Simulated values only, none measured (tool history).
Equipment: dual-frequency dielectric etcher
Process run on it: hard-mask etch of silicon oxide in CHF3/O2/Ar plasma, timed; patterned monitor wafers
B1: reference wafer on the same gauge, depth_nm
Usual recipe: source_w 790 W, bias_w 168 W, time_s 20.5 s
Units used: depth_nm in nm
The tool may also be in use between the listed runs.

{"run": 1, "hour": 0.0, "source_w": 790, "bias_w": 168, "time_s": 20.5, "B1": 50.34, "depth_nm": 43.49}
{"run": 2, "hour": 27.0, "source_w": 790, "bias_w": 168, "time_s": 20.5, "B1": 50.31, "depth_nm": 43.31}
{"run": 3, "hour": 40.6, "source_w": 790, "bias_w": 168, "time_s": 20.5, "B1": 50.24, "depth_nm": 43.55}
{"run": 4, "hour": 63.5, "source_w": 790, "bias_w": 168, "time_s": 20.5, "B1": 50.25, "depth_nm": 43.27}
{"run": 5, "hour": 84.8, "source_w": 790, "bias_w": 168, "time_s": 20.5, "B1": 50.16, "depth_nm": 43.27}
{"run": 6, "hour": 101.3, "source_w": 790, "bias_w": 168, "time_s": 20.5, "B1": 50.17, "depth_nm": 43.32}
{"run": 7, "hour": 115.5, "source_w": 790, "bias_w": 168, "time_s": 20.5, "B1": 50.12, "depth_nm": 43.12}
{"run": 8, "hour": 133.4, "source_w": 790, "bias_w": 168, "time_s": 20.5, "B1": 50.05, "depth_nm": 43.04}
{"run": 9, "hour": 164.0, "source_w": 790, "bias_w": 168, "time_s": 20.5, "B1": 50.02, "depth_nm": 43.24}
{"run": 10, "hour": 177.8, "source_w": 790, "bias_w": 168, "time_s": 20.5, "B1": 50.0, "depth_nm": 43.09}
{"run": 11, "hour": 196.8, "source_w": 790, "bias_w": 168, "time_s": 20.5, "B1": 50.01, "depth_nm": 43.16}
{"run": 12, "hour": 218.6, "source_w": 790, "bias_w": 168, "time_s": 20.5, "B1": 49.9, "depth_nm": 43.2}
{"run": 13, "hour": 251.6, "source_w": 790, "bias_w": 168, "time_s": 25.5, "B1": 49.84, "depth_nm": 53.56}
{"run": 14, "hour": 268.8, "source_w": 790, "bias_w": 168, "time_s": 20.5, "B1": 49.83, "depth_nm": 43.45}
{"hour": 292.4, "done": "source power generator calibrated"}
{"hour": 318.4, "done": "upper electrode replaced"}
{"run": 15, "hour": 318.9, "source_w": 790, "bias_w": 168, "time_s": 20.5, "B1": 49.72, "depth_nm": 42.7}
{"run": 16, "hour": 319.3, "source_w": 790, "bias_w": 168, "time_s": 20.5, "B1": 49.72, "depth_nm": 43.08}
{"run": 17, "hour": 336.0, "source_w": 710, "bias_w": 168, "time_s": 22.5, "B1": 49.69, "depth_nm": 44.19}
{"run": 18, "hour": 360.2, "source_w": 790, "bias_w": 168, "time_s": 23.0, "B1": 49.61, "depth_nm": 48.12}
{"hour": 386.6, "done": "wet clean of the chamber"}
{"run": 19, "hour": 387.1, "source_w": 620, "bias_w": 149, "time_s": 20.5, "B1": 49.59, "depth_nm": 34.52}
{"hour": 397.7, "done": "gauge calibrated"}
{"hour": 398.6, "done": "bias power generator calibrated"}
{"run": 20, "hour": 402.8, "source_w": 870, "bias_w": 168, "time_s": 20.5, "B1": 50.77, "depth_nm": 46.52}
{"run": 21, "hour": 419.3, "source_w": 790, "bias_w": 168, "time_s": 20.5, "B1": 50.74, "depth_nm": 43.38}
{"run": 22, "hour": 435.6, "source_w": 960, "bias_w": 127, "time_s": 20.5, "B1": 50.69, "depth_nm": 42.17}
{"run": 23, "hour": 469.6, "source_w": 790, "bias_w": 168, "time_s": 20.5, "B1": 50.64, "depth_nm": 43.71}
{"run": 24, "hour": 481.7, "source_w": 650, "bias_w": 131, "time_s": 14.5, "B1": 50.6, "depth_nm": 24.05}
{"run": 25, "hour": 509.5, "source_w": 790, "bias_w": 168, "time_s": 20.5, "B1": 50.52, "depth_nm": 43.63}
{"run": 26, "hour": 531.3, "source_w": 790, "bias_w": 168, "time_s": 16.5, "B1": 50.5, "depth_nm": 35.08}
{"run": 27, "hour": 559.0, "source_w": 950, "bias_w": 128, "time_s": 17.5, "B1": 50.41, "depth_nm": 35.78}
{"run": 28, "hour": 582.9, "source_w": 790, "bias_w": 205, "time_s": 20.5, "B1": 50.42, "depth_nm": 48.08}

4 options for the next run, each taken on its own from the tool as it stands now. Forecast them:
{"run": "A", "hour": 583.3, "source_w": 790, "bias_w": 168, "time_s": 20.5, "B1": "?", "depth_nm": "?"}
{"run": "B", "hour": 583.3, "source_w": 620, "bias_w": 130, "time_s": 23.5, "B1": "?", "depth_nm": "?"}
{"run": "C", "hour": 583.3, "source_w": 790, "bias_w": 168, "time_s": 18.0, "B1": "?", "depth_nm": "?"}
{"run": "D", "hour": 583.3, "source_w": 850, "bias_w": 207, "time_s": 20.5, "B1": "?", "depth_nm": "?"}

run=A B1=50.35 depth_nm=43.25
run=B B1=50.35 depth_nm=37.06
run=C B1=50.35 depth_nm=37.97
run=D B1=50.35 depth_nm=50.07
Take away the tool's hidden state, keep each run's random variation, and the runs would have read:
run=A depth_nm=43.51
run=B depth_nm=37.29
run=C depth_nm=38.21
run=D depth_nm=50.38
